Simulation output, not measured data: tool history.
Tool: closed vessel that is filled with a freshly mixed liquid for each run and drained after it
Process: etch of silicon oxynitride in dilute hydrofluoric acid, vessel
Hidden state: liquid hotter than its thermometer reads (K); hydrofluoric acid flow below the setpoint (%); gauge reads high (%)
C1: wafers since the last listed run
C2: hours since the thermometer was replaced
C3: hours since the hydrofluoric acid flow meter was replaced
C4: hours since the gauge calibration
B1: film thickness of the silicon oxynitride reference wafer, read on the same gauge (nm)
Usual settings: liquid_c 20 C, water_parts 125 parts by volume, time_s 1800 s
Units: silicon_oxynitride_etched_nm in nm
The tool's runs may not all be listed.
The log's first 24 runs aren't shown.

-- day=47.692 hydrofluoric acid flow meter replaced
run 25 day=48.671 | liquid_c=18 water_parts=100 time_s=1800 | C1=941 C2=577.5 C3=23.5 C4=680.5 | B1=59.99 | silicon_oxynitride_etched_nm=18.83
run 26 day=51.017 | liquid_c=20 water_parts=80 time_s=1800 | C1=2078 C2=633.8 C3=79.8 C4=736.8 | B1=60.03 | silicon_oxynitride_etched_nm=26.38
run 27 day=53.054 | liquid_c=24 water_parts=160 time_s=2580 | C1=1805 C2=682.7 C3=128.7 C4=785.7 | B1=59.99 | silicon_oxynitride_etched_nm=21.51
run 28 day=54.525 | liquid_c=24 water_parts=125 time_s=930 | C1=1303 C2=718 C3=164 C4=821 | B1=59.99 | silicon_oxynitride_etched_nm=10.32
run 29 day=57.062 | liquid_c=24 water_parts=160 time_s=2580 | C1=2248 C2=778.9 C3=224.9 C4=881.9 | B1=60.02 | silicon_oxynitride_etched_nm=21.19
run 30 day=58.254 | liquid_c=20 water_parts=125 time_s=1800 | C1=1055 C2=807.5 C3=253.5 C4=910.5 | B1=60 | silicon_oxynitride_etched_nm=16.38
run 31 day=60.508 | liquid_c=20 water_parts=125 time_s=2230 | C1=1997 C2=861.6 C3=307.6 C4=964.6 | B1=60 | silicon_oxynitride_etched_nm=19.98
run 32 day=63.088 | liquid_c=20 water_parts=125 time_s=1800 | C1=2285 C2=923.5 C3=369.5 C4=1026.5 | B1=60.03 | silicon_oxynitride_etched_nm=16.26
run 33 day=65.375 | liquid_c=22.5 water_parts=90 time_s=1800 | C1=2026 C2=978.4 C3=424.4 C4=1081.4 | B1=60 | silicon_oxynitride_etched_nm=25.64

Forecast each of these 4 alternatives for the next run:
run A day=65.421 | liquid_c=20 water_parts=125 time_s=770 | C1=40 C2=979.5 C3=425.5 C4=1082.5 | B1=? | silicon_oxynitride_etched_nm=?
run B day=65.421 | liquid_c=17 water_parts=85 time_s=1255 | C1=40 C2=979.5 C3=425.5 C4=1082.5 | B1=? | silicon_oxynitride_etched_nm=?
run C day=65.421 | liquid_c=23 water_parts=160 time_s=1800 | C1=40 C2=979.5 C3=425.5 C4=1082.5 | B1=? | silicon_oxynitride_etched_nm=?
run D day=65.421 | liquid_c=20 water_parts=185 time_s=1800 | C1=40 C2=979.5 C3=425.5 C4=1082.5 | B1=? | silicon_oxynitride_etched_nm=?

run=A B1=59.99 silicon_oxynitride_etched_nm=6.83
run=B B1=59.99 silicon_oxynitride_etched_nm=14.51
run=C B1=59.99 silicon_oxynitride_etched_nm=14
run=D B1=59.99 silicon_oxynitride_etched_nm=10.35
Without the tool's hidden state the same runs would have given:
run=A silicon_oxynitride_etched_nm=6.97
run=B silicon_oxynitride_etched_nm=14.8
run=C silicon_oxynitride_etched_nm=14.29
run=D silicon_oxynitride_etched_nm=10.56
